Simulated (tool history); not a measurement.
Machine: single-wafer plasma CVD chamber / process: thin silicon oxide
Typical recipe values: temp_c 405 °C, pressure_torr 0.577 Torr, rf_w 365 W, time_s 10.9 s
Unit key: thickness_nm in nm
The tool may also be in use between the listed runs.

| run | hour | temp_c | pressure_torr | rf_w | time_s | read-back reference wafer on the same gauge, thickness_nm | thickness_nm |
|---|---|---|---|---|---|---|---|
| 1 | 0.0 | 405 | 0.671 | 365 | 10.9 | 12.921 | 17.549 |
| 2 | 36.2 | 405 | 0.577 | 365 | 10.9 | 12.915 | 15.137 |
| 3 | 106.1 | 405 | 0.577 | 365 | 10.9 | 12.910 | 15.076 |
| 4 | 180.8 | 405 | 0.577 | 365 | 10.9 | 12.897 | 15.075 |
|  | 224.7 | capacitance manometer re-zeroed and calibrated |
| 5 | 246.3 | 394 | 0.502 | 365 | 12.2 | 12.910 | 15.217 |
| 6 | 326.0 | 392 | 0.484 | 365 | 10.9 | 12.903 | 13.187 |
| 7 | 387.7 | 405 | 0.577 | 435 | 10.9 | 12.891 | 16.140 |
|  | 587.6 | gauge calibrated |
| 8 | 596.0 | 405 | 0.577 | 365 | 10.1 | 12.875 | 14.269 |
| 9 | 640.2 | 405 | 0.577 | 365 | 10.9 | 12.891 | 15.496 |
| 10 | 690.4 | 399 | 0.577 | 365 | 13.0 | 12.895 | 18.444 |
| 11 | 728.5 | 405 | 0.577 | 365 | 10.9 | 12.896 | 15.408 |
|  | 776.2 | thermocouple changed; heater temperature recalibrated |
| 12 | 1008.9 | 416 | 0.658 | 365 | 9.8 | 12.897 | 15.578 |
| 13 | 1074.5 | 410 | 0.577 | 365 | 10.9 | 12.904 | 15.212 |
| 14 | 1174.4 | 405 | 0.519 | 365 | 10.9 | 12.917 | 13.702 |
| 15 | 1228.8 | 405 | 0.577 | 425 | 10.9 | 12.902 | 15.878 |
| 16 | 1320.3 | 415 | 0.447 | 365 | 10.9 | 12.877 | 11.617 |
|  | 1330.0 | RF generator calibrated |
| 17 | 1422.0 | 405 | 0.577 | 365 | 10.9 | 12.898 | 15.497 |
| 18 | 1525.4 | 405 | 0.500 | 410 | 10.9 | 12.916 | 13.756 |
| 19 | 1632.2 | 391 | 0.577 | 365 | 12.0 | 12.882 | 17.091 |
| 20 | 1739.1 | 420 | 0.677 | 365 | 10.9 | 12.907 | 17.668 |
| 21 | 1819.7 | 405 | 0.577 | 365 | 10.9 | 12.889 | 15.382 |
| 22 | 1904.6 | 411 | 0.577 | 365 | 10.9 | 12.892 | 15.125 |
| 23 | 1973.5 | 397 | 0.577 | 305 | 12.0 | 12.905 | 15.949 |
| 24 | 2073.9 | 401 | 0.458 | 415 | 12.1 | 12.929 | 13.826 |
| 25 | 2120.3 | 415 | 0.447 | 365 | 10.9 | 12.906 | 11.536 |
| 26 | 2183.3 | 394 | 0.577 | 365 | 10.9 | 12.906 | 15.202 |
| 27 | 2220.1 | 394 | 0.483 | 305 | 11.5 | 12.900 | 12.785 |
| 28 | 2264.8 | 405 | 0.577 | 365 | 10.9 | 12.890 | 15.069 |

Predict each of these 4 candidate next runs independently; none follows another, all start after run 28:
| A | 2265.2 | 405 | 0.577 | 365 | 10.9 | ? | ? |
| B | 2265.2 | 393 | 0.577 | 310 | 13.0 | ? | ? |
| C | 2265.2 | 405 | 0.434 | 320 | 9.4 | ? | ? |
| D | 2265.2 | 410 | 0.704 | 365 | 9.9 | ? | ? |

| run | read-back reference wafer on the same gauge, thickness_nm | thickness_nm |
|---|---|---|
| A | 12.889 | 14.979 |
| B | 12.889 | 17.242 |
| C | 12.889 | 9.313 |
| D | 12.889 | 16.525 |
Without the tool's hidden state the same runs would have given:
| run | thickness_nm |
|---|---|
| A | 15.618 |
| B | 17.991 |
| C | 9.737 |
| D | 17.203 |
